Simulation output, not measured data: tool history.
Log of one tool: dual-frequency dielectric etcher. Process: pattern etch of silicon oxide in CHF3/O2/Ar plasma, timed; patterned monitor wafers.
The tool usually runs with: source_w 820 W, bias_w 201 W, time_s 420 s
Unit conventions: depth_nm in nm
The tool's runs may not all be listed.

run,day,source_w,bias_w,time_s,"read-back reference wafer on the same gauge, depth_nm",depth_nm
1,0,820,201,420,835,929.9
2,0.671,820,201,420,835,938.3
3,0.929,720,163,420,835,836.5
4,1.467,720,163,420,836,835.6
5,2.062,720,163,420,835.6,838
6,2.762,820,235,420,835.1,957.3
7,3.121,820,235,420,834,961.2
8,3.671,870,201,420,834.6,964.8
9,4.058,820,201,420,835,934.7
10,4.733,820,201,420,835.3,933.4
11,5.258,820,201,420,835.2,932.7
12,5.879,820,201,420,835.2,933.2
13,6.433,820,201,484.5,834.9,1079.4
14,6.779,820,201,484.5,834.1,1079.4
15,8.958,870,201,420,835,962
16,10.721,700,201,420,835.1,853.7
17,10.738,820,201,460.5,835.7,1026.4
18,10.754,690,185,339.5,834.5,672.2
19,10.775,650,250,382,834.5,772.3
20,11.292,820,201,420,834,933.9
21,11.988,820,201,420,834.8,928.6
22,12.367,820,158,509,834.4,1089
23,12.85,1010,224,341.5,835.6,858.3
24,13.321,820,201,420,834,926.4
25,13.85,820,201,376,835,842.4
26,14.408,820,201,420,835.3,935.5
27,14.796,820,201,420,835.3,932.6
28,15.404,820,185,541,834.4,1183.7
29,15.838,720,181,466,834.6,947.4

Put back what was entered between runs (5 entries, withheld): which listed runs does each sit between, and how does the hidden state differ from the listed run before to the listed run after?
Run 9 -> run 10: source power generator calibrated (day 4.712)
  no difference in the tool's unlogged condition between these two runs
Run 14 -> run 15: gauge calibrated (day 6.983); bias power generator calibrated (day 8.404)
  no difference in the tool's unlogged condition between these two runs
Run 15 -> run 16: upper electrode replaced (day 10.146); wet clean of the chamber (day 10.7)
  no difference in the tool's unlogged condition between these two runs
